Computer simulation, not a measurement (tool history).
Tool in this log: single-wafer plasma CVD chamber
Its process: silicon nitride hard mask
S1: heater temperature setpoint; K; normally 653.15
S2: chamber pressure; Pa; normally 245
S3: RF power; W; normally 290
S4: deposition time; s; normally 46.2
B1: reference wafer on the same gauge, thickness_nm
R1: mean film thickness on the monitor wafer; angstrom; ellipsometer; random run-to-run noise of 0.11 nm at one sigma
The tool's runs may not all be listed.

run 1 hour=0.0 | S1=653.15 S2=245 S3=290 S4=46.2 | B1=50.098 | R1=490.28
run 2 hour=55.2 | S1=653.15 S2=245 S3=290 S4=46.2 | B1=50.100 | R1=488.98
run 3 hour=106.1 | S1=653.15 S2=245 S3=290 S4=46.2 | B1=50.073 | R1=489.68
-- hour=194.2 capacitance manometer re-zeroed and calibrated
run 4 hour=212.1 | S1=653.15 S2=245 S3=290 S4=46.2 | B1=50.096 | R1=497.49
run 5 hour=276.6 | S1=653.15 S2=283 S3=245 S4=46.2 | B1=50.081 | R1=475.44
run 6 hour=328.7 | S1=653.15 S2=245 S3=290 S4=41.9 | B1=50.108 | R1=449.46
run 7 hour=416.3 | S1=653.15 S2=245 S3=290 S4=46.2 | B1=50.089 | R1=494.84
-- hour=428.1 gauge calibrated
run 8 hour=519.3 | S1=653.15 S2=245 S3=290 S4=46.2 | B1=50.090 | R1=494.65
run 9 hour=602.1 | S1=653.15 S2=245 S3=290 S4=46.2 | B1=50.099 | R1=494.62
run 10 hour=642.3 | S1=653.15 S2=245 S3=290 S4=46.2 | B1=50.071 | R1=494.75
run 11 hour=714.5 | S1=653.15 S2=245 S3=245 S4=46.2 | B1=50.090 | R1=455.61
run 12 hour=768.2 | S1=653.15 S2=245 S3=290 S4=46.2 | B1=50.107 | R1=492.20
-- hour=806.3 thermocouple changed; heater temperature recalibrated
run 13 hour=838.4 | S1=653.15 S2=245 S3=290 S4=46.2 | B1=50.095 | R1=492.77
-- hour=859.1 RF generator calibrated
run 14 hour=909.1 | S1=665.15 S2=245 S3=290 S4=46.2 | B1=50.080 | R1=489.87
run 15 hour=996.2 | S1=653.15 S2=189 S3=290 S4=42.9 | B1=50.093 | R1=419.67
run 16 hour=1061.2 | S1=646.15 S2=245 S3=290 S4=41.7 | B1=50.092 | R1=445.42
run 17 hour=1145.0 | S1=642.15 S2=207 S3=290 S4=46.2 | B1=50.108 | R1=465.24
-- hour=1182.5 showerhead replaced
-- hour=1210.6 capacitance manometer re-zeroed and calibrated
run 18 hour=1211.1 | S1=653.15 S2=245 S3=290 S4=46.2 | B1=50.080 | R1=495.67
run 19 hour=1273.6 | S1=653.15 S2=245 S3=290 S4=46.2 | B1=50.103 | R1=498.58
run 20 hour=1309.7 | S1=653.15 S2=245 S3=290 S4=46.2 | B1=50.093 | R1=495.93
run 21 hour=1397.8 | S1=653.15 S2=245 S3=260 S4=46.2 | B1=50.099 | R1=467.85
run 22 hour=1463.4 | S1=653.15 S2=245 S3=290 S4=46.2 | B1=50.090 | R1=495.47
run 23 hour=1558.3 | S1=653.15 S2=307 S3=290 S4=46.2 | B1=50.079 | R1=527.74
run 24 hour=1599.4 | S1=643.15 S2=215 S3=340 S4=46.2 | B1=50.102 | R1=514.32
run 25 hour=1700.1 | S1=653.15 S2=245 S3=290 S4=46.2 | B1=50.122 | R1=491.58
run 26 hour=1777.2 | S1=653.15 S2=184 S3=345 S4=46.2 | B1=50.106 | R1=488.59
run 27 hour=1850.6 | S1=653.15 S2=283 S3=245 S4=46.2 | B1=50.116 | R1=471.95
run 28 hour=1887.6 | S1=640.15 S2=217 S3=290 S4=43.3 | B1=50.088 | R1=446.02
run 29 hour=1973.9 | S1=653.15 S2=245 S3=250 S4=50.0 | B1=50.129 | R1=492.11

Consider 3 possible next runs. They are alternatives, not a sequence: every one starts from the tool as it was left by run 29. What does each give?
run A hour=1974.3 | S1=653.15 S2=245 S3=290 S4=46.2 | B1=? | R1=?
run B hour=1974.3 | S1=647.15 S2=289 S3=250 S4=46.2 | B1=? | R1=?
run C hour=1974.3 | S1=663.15 S2=189 S3=235 S4=46.2 | B1=? | R1=?

run=A B1=50.101 R1=490.77
run=B B1=50.101 R1=479.15
run=C B1=50.101 R1=402.76
Had the tool no hidden state, the same runs would have come out as:
run=A R1=497.15
run=B R1=484.91
run=C R1=408.60

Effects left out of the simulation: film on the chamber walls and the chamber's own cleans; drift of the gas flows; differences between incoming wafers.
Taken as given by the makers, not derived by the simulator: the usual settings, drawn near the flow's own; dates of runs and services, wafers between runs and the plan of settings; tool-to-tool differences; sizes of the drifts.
